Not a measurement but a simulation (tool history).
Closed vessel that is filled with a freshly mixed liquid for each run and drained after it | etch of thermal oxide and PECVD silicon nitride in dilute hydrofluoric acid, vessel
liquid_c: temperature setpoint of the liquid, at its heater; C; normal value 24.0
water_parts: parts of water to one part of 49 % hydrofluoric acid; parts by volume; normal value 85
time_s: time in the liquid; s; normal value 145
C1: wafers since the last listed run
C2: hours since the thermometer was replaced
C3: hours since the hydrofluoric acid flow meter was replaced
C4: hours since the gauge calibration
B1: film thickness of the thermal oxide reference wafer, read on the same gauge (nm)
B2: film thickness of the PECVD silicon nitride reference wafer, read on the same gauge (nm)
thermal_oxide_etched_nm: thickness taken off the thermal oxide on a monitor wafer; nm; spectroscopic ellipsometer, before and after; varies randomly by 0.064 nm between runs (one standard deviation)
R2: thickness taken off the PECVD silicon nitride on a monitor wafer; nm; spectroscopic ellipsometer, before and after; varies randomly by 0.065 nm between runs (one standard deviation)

Run 1, hour 0.0: usual settings; C1 0; C2 707.3; C3 899.3; C4 638.9; B1 139.99; B2 120.00. Result: thermal_oxide_etched_nm 9.95 nm, R2 8.15 nm.
At hour 4.9: hydrofluoric acid flow meter replaced.
Run 2, hour 50.2: usual settings but liquid_c 23.0 C; C1 3808; C2 757.5; C3 45.3; C4 689.1; B1 139.94; B2 120.00. Result: thermal_oxide_etched_nm 8.98 nm, R2 7.20 nm.
Run 3, hour 135.6: usual settings; C1 6611; C2 842.9; C3 130.7; C4 774.5; B1 139.96; B2 120.01. Result: thermal_oxide_etched_nm 9.40 nm, R2 7.72 nm.
Run 4, hour 224.7: usual settings; C1 6897; C2 932.0; C3 219.8; C4 863.6; B1 140.01; B2 119.98. Result: thermal_oxide_etched_nm 9.39 nm, R2 7.76 nm.
At hour 262.0: thermometer replaced.
Run 5, hour 273.6: usual settings but liquid_c 26.5 C; C1 3708; C2 11.6; C3 268.7; C4 912.5; B1 139.97; B2 119.94. Result: thermal_oxide_etched_nm 10.42 nm, R2 9.34 nm.
Run 6, hour 329.3: usual settings but liquid_c 26.5 C; C1 4312; C2 67.3; C3 324.4; C4 968.2; B1 140.02; B2 120.02. Result: thermal_oxide_etched_nm 10.52 nm, R2 9.28 nm.
Run 7, hour 379.2: usual settings but liquid_c 26.5 C; C1 3863; C2 117.2; C3 374.3; C4 1018.1; B1 139.97; B2 120.01. Result: thermal_oxide_etched_nm 10.63 nm, R2 9.19 nm.
Run 8, hour 446.3: usual settings; C1 5194; C2 184.3; C3 441.4; C4 1085.2; B1 139.97; B2 120.06. Result: thermal_oxide_etched_nm 9.57 nm, R2 7.81 nm.
Run 9, hour 500.4: usual settings; C1 4188; C2 238.4; C3 495.5; C4 1139.3; B1 139.95; B2 120.02. Result: thermal_oxide_etched_nm 9.68 nm, R2 7.86 nm.
Run 10, hour 608.0: usual settings; C1 8329; C2 346.0; C3 603.1; C4 1246.9; B1 140.03; B2 120.00. Result: thermal_oxide_etched_nm 9.76 nm, R2 7.91 nm.
Run 11, hour 691.1: usual settings; C1 6433; C2 429.1; C3 686.2; C4 1330.0; B1 139.93; B2 119.99. Result: thermal_oxide_etched_nm 9.85 nm, R2 8.14 nm.
Run 12, hour 747.6: usual settings but liquid_c 19.5 C, water_parts 125 parts by volume, time_s 210 s; C1 4373; C2 485.6; C3 742.7; C4 1386.5; B1 139.97; B2 120.00. Result: thermal_oxide_etched_nm 7.70 nm, R2 5.95 nm.
Run 13, hour 785.3: usual settings but liquid_c 20.5 C, water_parts 115 parts by volume, time_s 125 s; C1 2918; C2 523.3; C3 780.4; C4 1424.2; B1 140.01; B2 119.99. Result: thermal_oxide_etched_nm 5.31 nm, R2 4.10 nm.
Run 14, hour 826.9: usual settings but liquid_c 19.0 C, water_parts 125 parts by volume, time_s 175 s; C1 3220; C2 564.9; C3 822.0; C4 1465.8; B1 140.04; B2 120.01. Result: thermal_oxide_etched_nm 6.37 nm, R2 4.80 nm.
At hour 980.9: hydrofluoric acid flow meter replaced.
Run 15, hour 1109.9: usual settings but water_parts 55 parts by volume; C1 21831; C2 847.9; C3 129.0; C4 1748.8; B1 139.97; B2 120.01. Result: thermal_oxide_etched_nm 15.20 nm, R2 11.95 nm.
At hour 1164.3: gauge calibrated.
Run 16, hour 1189.1: usual settings but liquid_c 26.0 C; C1 6131; C2 927.1; C3 208.2; C4 24.8; B1 140.02; B2 119.99. Result: thermal_oxide_etched_nm 10.20 nm, R2 8.87 nm.
At hour 1220.7: thermometer replaced.
Run 17, hour 1240.5: usual settings; C1 3901; C2 19.8; C3 259.6; C4 76.2; B1 140.01; B2 120.02. Result: thermal_oxide_etched_nm 9.56 nm, R2 7.93 nm.
Run 18, hour 1279.3: usual settings but liquid_c 22.0 C, water_parts 120 parts by volume, time_s 90 s; C1 3003; C2 58.6; C3 298.4; C4 115.0; B1 140.01; B2 120.02. Result: thermal_oxide_etched_nm 3.73 nm, R2 3.06 nm.
Run 19, hour 1356.7: usual settings but liquid_c 26.0 C, water_parts 95 parts by volume; C1 5991; C2 136.0; C3 375.8; C4 192.4; B1 140.02; B2 119.98. Result: thermal_oxide_etched_nm 9.38 nm, R2 8.19 nm.
Run 20, hour 1418.8: usual settings; C1 4807; C2 198.1; C3 437.9; C4 254.5; B1 140.00; B2 120.02. Result: thermal_oxide_etched_nm 9.80 nm, R2 7.94 nm.
Run 21, hour 1500.4: usual settings; C1 6317; C2 279.7; C3 519.5; C4 336.1; B1 140.01; B2 119.94. Result: thermal_oxide_etched_nm 9.80 nm, R2 8.01 nm.

Predict the results of run 22:
Run 22, hour 1546.2: usual settings but liquid_c 25.5 C, water_parts 110 parts by volume, time_s 85 s; C1 3545; C2 325.5; C3 565.3; C4 381.9; B1 ?; B2 ?. Result: thermal_oxide_etched_nm ?, R2 ?.

For run 22 the tool returned B1 139.98, B2 119.95, thermal_oxide_etched_nm 4.57 nm, R2 4.06 nm.
Had the tool carried no hidden state, the very same run would have given thermal_oxide_etched_nm 4.30 nm, R2 3.85 nm.

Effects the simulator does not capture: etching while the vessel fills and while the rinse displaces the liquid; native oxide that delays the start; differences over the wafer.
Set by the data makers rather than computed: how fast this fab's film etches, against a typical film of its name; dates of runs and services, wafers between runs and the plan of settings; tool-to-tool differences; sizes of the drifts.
